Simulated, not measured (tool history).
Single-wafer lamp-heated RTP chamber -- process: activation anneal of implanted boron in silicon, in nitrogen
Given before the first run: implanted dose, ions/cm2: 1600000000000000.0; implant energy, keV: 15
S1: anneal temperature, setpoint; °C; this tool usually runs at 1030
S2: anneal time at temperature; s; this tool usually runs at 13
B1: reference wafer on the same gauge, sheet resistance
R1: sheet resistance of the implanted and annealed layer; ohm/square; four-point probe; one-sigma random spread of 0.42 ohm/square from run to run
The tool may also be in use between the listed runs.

run   hour    S1  S2     B1     R1
  1    0.0  1030  18  98.10  87.97
      41.3  -- pyrometer window cleaned and pyrometer calibrated
  2   90.1  1030  15  98.68  88.55
  3  122.7  1030  19  98.78  88.11
  4  155.6  1030  19  98.83  88.71
  5  172.1  1030  19  98.90  88.10
  6  197.7  1030  13  99.03  89.96
  7  211.4  1030  13  99.03  89.17
  8  236.2  1030  13  99.08  89.57
     256.6  -- reflector plate cleaned
  9  261.2  1030  13  99.13  89.88
 10  293.2  1030  13  99.26  89.71
 11  328.1  1030  13  99.34  90.17
 12  347.7  1030  13  99.28  90.74
 13  359.8  1030  13  99.43  90.25
     381.6  -- pyrometer window cleaned and pyrometer calibrated
 14  382.1  1049   6  99.39  88.51
 15  405.2  1045  10  99.34  87.53
 16  431.3  1030   8  99.45  91.90
 17  457.2  1021  13  99.42  92.76
 18  478.5  1030  13  99.41  90.98
 19  503.2  1044  16  99.41  87.21
 20  515.8  1030  13  99.49  89.65
     518.8  -- gauge calibrated
 21  528.4  1030  13  96.50  88.21

Expected results for the next run?
 22  562.2  1030   8   ?   ?

B1: 96.95
R1: 90.10 ohm/square
With the hidden condition absent and the run-to-run variation left alone, this run would have shown R1 89.73 ohm/square.

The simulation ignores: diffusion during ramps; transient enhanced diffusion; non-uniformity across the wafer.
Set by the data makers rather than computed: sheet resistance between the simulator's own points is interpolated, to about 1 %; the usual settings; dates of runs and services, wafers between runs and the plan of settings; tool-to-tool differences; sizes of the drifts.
